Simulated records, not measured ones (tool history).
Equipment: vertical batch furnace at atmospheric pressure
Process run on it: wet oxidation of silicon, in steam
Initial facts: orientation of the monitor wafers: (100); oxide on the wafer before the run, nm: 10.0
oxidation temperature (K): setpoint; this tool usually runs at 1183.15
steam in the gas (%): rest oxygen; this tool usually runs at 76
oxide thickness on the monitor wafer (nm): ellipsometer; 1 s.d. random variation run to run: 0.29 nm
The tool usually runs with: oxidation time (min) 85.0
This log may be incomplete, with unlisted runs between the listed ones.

| run | hour | oxidation temperature (K) | oxidation time (min) | steam in the gas (%) | read-back reference wafer on the same gauge, thickness | oxide thickness on the monitor wafer (nm) |
|---|---|---|---|---|---|---|
| 1 | 0.0 | 1183.15 | 85.0 | 76 | 203.81 | 188.99 |
| 2 | 16.6 | 1183.15 | 85.0 | 81 | 204.05 | 199.08 |
| 3 | 31.3 | 1183.15 | 85.0 | 81 | 203.99 | 198.45 |
| 4 | 44.9 | 1183.15 | 85.0 | 81 | 203.98 | 198.56 |
| 5 | 54.6 | 1183.15 | 85.0 | 76 | 204.04 | 188.21 |
| 6 | 70.3 | 1183.15 | 85.0 | 76 | 204.03 | 188.81 |
| 7 | 85.7 | 1183.15 | 85.0 | 76 | 204.02 | 188.73 |
| 8 | 103.8 | 1183.15 | 85.0 | 76 | 203.90 | 188.70 |
| 9 | 112.7 | 1164.15 | 85.0 | 76 | 204.00 | 147.29 |
| 10 | 120.4 | 1164.15 | 85.0 | 76 | 203.89 | 147.56 |
|  | 147.5 | thermocouples replaced and temperature profile calibrated |
| 11 | 148.0 | 1164.15 | 85.0 | 76 | 203.91 | 147.01 |
| 12 | 152.5 | 1183.15 | 115.0 | 82 | 203.90 | 256.49 |
| 13 | 157.1 | 1183.15 | 68.0 | 71 | 204.08 | 147.51 |
| 14 | 163.5 | 1183.15 | 42.5 | 76 | 204.06 | 105.77 |
| 15 | 172.4 | 1183.15 | 85.0 | 76 | 203.98 | 187.98 |
| 16 | 184.8 | 1183.15 | 85.0 | 83 | 203.98 | 202.63 |
| 17 | 199.1 | 1160.15 | 126.0 | 85 | 203.95 | 213.56 |
|  | 201.4 | gauge calibrated |
| 18 | 208.4 | 1183.15 | 53.0 | 81 | 204.07 | 133.45 |
|  | 233.9 | steam generator serviced |
| 19 | 234.4 | 1191.15 | 85.0 | 82 | 204.01 | 208.42 |
| 20 | 239.0 | 1183.15 | 85.0 | 76 | 203.93 | 179.57 |
|  | 279.9 | steam generator serviced, repeated, since the last time left the tool worse |
| 21 | 283.4 | 1195.15 | 85.0 | 76 | 203.96 | 223.99 |
| 22 | 319.5 | 1183.15 | 85.0 | 76 | 203.94 | 196.23 |
| 23 | 329.8 | 1183.15 | 58.0 | 70 | 203.90 | 133.45 |
| 24 | 345.9 | 1183.15 | 55.5 | 72 | 204.04 | 131.54 |

Alternative continuations, all from the tool just after run 24; predict every row:
| A | 350.5 | 1183.15 | 85.0 | 76 | ? | ? |
| B | 350.5 | 1168.15 | 85.0 | 76 | ? | ? |
| C | 350.5 | 1183.15 | 85.0 | 65 | ? | ? |

| run | read-back reference wafer on the same gauge, thickness | oxide thickness on the monitor wafer (nm) |
|---|---|---|
| A | 203.91 | 196.07 |
| B | 203.91 | 162.13 |
| C | 203.91 | 172.28 |
Had the tool no hidden state, the same runs would have come out as:
| run | oxide thickness on the monitor wafer (nm) |
|---|---|
| A | 196.50 |
| B | 162.49 |
| C | 172.67 |

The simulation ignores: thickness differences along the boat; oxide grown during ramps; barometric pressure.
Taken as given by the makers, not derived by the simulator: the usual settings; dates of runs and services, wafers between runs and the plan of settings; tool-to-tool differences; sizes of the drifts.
